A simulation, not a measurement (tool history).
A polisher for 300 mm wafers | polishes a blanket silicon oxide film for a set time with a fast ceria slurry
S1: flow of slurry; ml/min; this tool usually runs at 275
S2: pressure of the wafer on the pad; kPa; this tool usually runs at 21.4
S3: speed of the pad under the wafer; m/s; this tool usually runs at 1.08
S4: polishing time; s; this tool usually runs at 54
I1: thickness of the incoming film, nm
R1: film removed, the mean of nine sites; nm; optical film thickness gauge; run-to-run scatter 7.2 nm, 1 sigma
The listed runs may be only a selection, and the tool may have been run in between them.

{"run": 1, "hour": 0.0, "S1": 275, "S2": 21.4, "S3": 1.08, "S4": 54, "I1": 3645.2, "R1": 802.3}
{"run": 2, "hour": 11.2, "S1": 275, "S2": 21.4, "S3": 1.08, "S4": 54, "I1": 3642.0, "R1": 793.4}
{"run": 3, "hour": 18.9, "S1": 275, "S2": 21.4, "S3": 1.08, "S4": 54, "I1": 3598.1, "R1": 792.1}
{"run": 4, "hour": 27.9, "S1": 275, "S2": 21.4, "S3": 1.08, "S4": 54, "I1": 3699.8, "R1": 786.3}
{"run": 5, "hour": 35.7, "S1": 275, "S2": 21.4, "S3": 1.08, "S4": 54, "I1": 3608.0, "R1": 804.9}
{"run": 6, "hour": 50.3, "S1": 275, "S2": 21.4, "S3": 1.08, "S4": 54, "I1": 3649.7, "R1": 789.6}
{"run": 7, "hour": 60.0, "S1": 275, "S2": 21.4, "S3": 1.08, "S4": 54, "I1": 3593.0, "R1": 787.3}
{"hour": 67.3, "done": "slurry nozzle cleaned"}
{"run": 8, "hour": 69.9, "S1": 275, "S2": 21.4, "S3": 1.08, "S4": 54, "I1": 3647.3, "R1": 790.1}
{"run": 9, "hour": 83.8, "S1": 195, "S2": 26.9, "S3": 1.08, "S4": 42, "I1": 3604.6, "R1": 735.9}
{"run": 10, "hour": 101.2, "S1": 275, "S2": 18.6, "S3": 1.32, "S4": 54, "I1": 3659.2, "R1": 774.4}
{"run": 11, "hour": 112.1, "S1": 275, "S2": 26.9, "S3": 1.08, "S4": 54, "I1": 3648.6, "R1": 992.6}
{"hour": 125.7, "done": "worn pad replaced by a new one, of another model than before"}
{"hour": 126.9, "done": "head pressure recalibrated"}
{"run": 12, "hour": 127.4, "S1": 275, "S2": 18.6, "S3": 1.26, "S4": 47, "I1": 3667.6, "R1": 824.7}
{"run": 13, "hour": 136.3, "S1": 180, "S2": 28.3, "S3": 0.92, "S4": 71, "I1": 3616.7, "R1": 1046.3}
{"run": 14, "hour": 146.1, "S1": 275, "S2": 21.4, "S3": 1.08, "S4": 54, "I1": 3652.9, "R1": 881.4}
{"run": 15, "hour": 158.5, "S1": 275, "S2": 21.4, "S3": 1.08, "S4": 54, "I1": 3612.0, "R1": 881.6}
{"run": 16, "hour": 171.3, "S1": 275, "S2": 21.4, "S3": 1.08, "S4": 54, "I1": 3663.7, "R1": 882.1}
{"run": 17, "hour": 177.6, "S1": 185, "S2": 21.4, "S3": 1.08, "S4": 54, "I1": 3649.3, "R1": 803.0}

Here are 4 independent what-if runs from the current tool condition. What would each one return?
{"run": "A", "hour": 178.0, "S1": 275, "S2": 21.4, "S3": 1.08, "S4": 54, "I1": 3642.2, "R1": "?"}
{"run": "B", "hour": 178.0, "S1": 275, "S2": 21.4, "S3": 1.44, "S4": 54, "I1": 3642.2, "R1": "?"}
{"run": "C", "hour": 178.0, "S1": 275, "S2": 16.5, "S3": 1.24, "S4": 54, "I1": 3642.2, "R1": "?"}
{"run": "D", "hour": 178.0, "S1": 220, "S2": 16.5, "S3": 1.08, "S4": 62, "I1": 3642.2, "R1": "?"}

run=A R1=890.6
run=B R1=1187.5
run=C R1=887.9
run=D R1=851.1
Without the tool's unlogged condition, the same runs would have read:
run=A R1=895.9
run=B R1=1194.5
run=C R1=893.1
run=D R1=856.1

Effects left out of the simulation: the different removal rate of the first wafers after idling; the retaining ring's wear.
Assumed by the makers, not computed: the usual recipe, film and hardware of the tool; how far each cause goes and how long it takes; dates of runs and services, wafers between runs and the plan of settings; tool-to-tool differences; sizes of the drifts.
